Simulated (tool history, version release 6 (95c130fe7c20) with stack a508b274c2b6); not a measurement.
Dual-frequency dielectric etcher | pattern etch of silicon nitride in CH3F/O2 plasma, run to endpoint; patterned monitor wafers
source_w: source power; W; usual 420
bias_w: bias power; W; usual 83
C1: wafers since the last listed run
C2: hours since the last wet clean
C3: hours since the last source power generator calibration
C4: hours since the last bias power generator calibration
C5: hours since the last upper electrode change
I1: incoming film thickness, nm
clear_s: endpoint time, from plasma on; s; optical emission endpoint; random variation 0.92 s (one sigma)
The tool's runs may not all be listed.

{"run": 1, "hour": 0.0, "source_w": 470, "bias_w": 89, "C1": 0, "C2": 343.8, "C3": 1777.6, "C4": 2045.5, "C5": 4634.6, "I1": 93.9, "clear_s": 98.8}
{"run": 2, "hour": 53.3, "source_w": 420, "bias_w": 83, "C1": 341, "C2": 397.1, "C3": 1830.9, "C4": 2098.8, "C5": 4687.9, "I1": 94.3, "clear_s": 106}
{"hour": 102.0, "done": "wet clean of the chamber"}
{"run": 3, "hour": 102.5, "source_w": 420, "bias_w": 83, "C1": 161, "C2": 0.5, "C3": 1880.1, "C4": 2148, "C5": 4737.1, "I1": 93.7, "clear_s": 109.6}
{"run": 4, "hour": 146.2, "source_w": 420, "bias_w": 83, "C1": 279, "C2": 44.2, "C3": 1923.8, "C4": 2191.7, "C5": 4780.8, "I1": 93.6, "clear_s": 107.3}
{"run": 5, "hour": 191.9, "source_w": 420, "bias_w": 83, "C1": 292, "C2": 89.9, "C3": 1969.5, "C4": 2237.4, "C5": 4826.5, "I1": 93.1, "clear_s": 106.1}
{"run": 6, "hour": 228.6, "source_w": 350, "bias_w": 73, "C1": 235, "C2": 126.6, "C3": 2006.2, "C4": 2274.1, "C5": 4863.2, "I1": 93.6, "clear_s": 122.9}
{"hour": 276.4, "done": "upper electrode replaced"}
{"run": 7, "hour": 276.9, "source_w": 350, "bias_w": 73, "C1": 155, "C2": 174.9, "C3": 2054.5, "C4": 2322.4, "C5": 0.5, "I1": 93.7, "clear_s": 123.4}
{"run": 8, "hour": 299.5, "source_w": 420, "bias_w": 83, "C1": 144, "C2": 197.5, "C3": 2077.1, "C4": 2345, "C5": 23.1, "I1": 93.2, "clear_s": 108}
{"run": 9, "hour": 366.5, "source_w": 350, "bias_w": 73, "C1": 429, "C2": 264.5, "C3": 2144.1, "C4": 2412, "C5": 90.1, "I1": 93.7, "clear_s": 124.2}
{"hour": 386.9, "done": "bias power generator calibrated"}
{"run": 10, "hour": 424.7, "source_w": 460, "bias_w": 73, "C1": 347, "C2": 322.7, "C3": 2202.3, "C4": 37.8, "C5": 148.3, "I1": 94.5, "clear_s": 109.9}
{"run": 11, "hour": 460.7, "source_w": 460, "bias_w": 68, "C1": 230, "C2": 358.7, "C3": 2238.3, "C4": 73.8, "C5": 184.3, "I1": 93.6, "clear_s": 112.2}
{"run": 12, "hour": 520.3, "source_w": 420, "bias_w": 104, "C1": 381, "C2": 418.3, "C3": 2297.9, "C4": 133.4, "C5": 243.9, "I1": 94.1, "clear_s": 93.7}
{"hour": 549.3, "done": "wet clean of the chamber"}
{"run": 13, "hour": 592.1, "source_w": 470, "bias_w": 91, "C1": 306, "C2": 42.8, "C3": 2369.7, "C4": 205.2, "C5": 315.7, "I1": 93.3, "clear_s": 99.7}
{"hour": 636.9, "done": "source power generator calibrated"}
{"run": 14, "hour": 650.4, "source_w": 420, "bias_w": 89, "C1": 347, "C2": 101.1, "C3": 13.5, "C4": 263.5, "C5": 374, "I1": 93.8, "clear_s": 105.3}
{"run": 15, "hour": 721.8, "source_w": 370, "bias_w": 63, "C1": 457, "C2": 172.5, "C3": 84.9, "C4": 334.9, "C5": 445.4, "I1": 94.4, "clear_s": 132}
{"run": 16, "hour": 787.0, "source_w": 420, "bias_w": 104, "C1": 417, "C2": 237.7, "C3": 150.1, "C4": 400.1, "C5": 510.6, "I1": 92.8, "clear_s": 94.5}

Forecast run 17:
{"run": 17, "hour": 834.2, "source_w": 500, "bias_w": 83, "C1": 302, "C2": 284.9, "C3": 197.3, "C4": 447.3, "C5": 557.8, "I1": 94.5, "clear_s": "?"}

Run 17 gave clear_s 100.5 s.
Without the tool's hidden state the same run would have given clear_s 102.3 s.
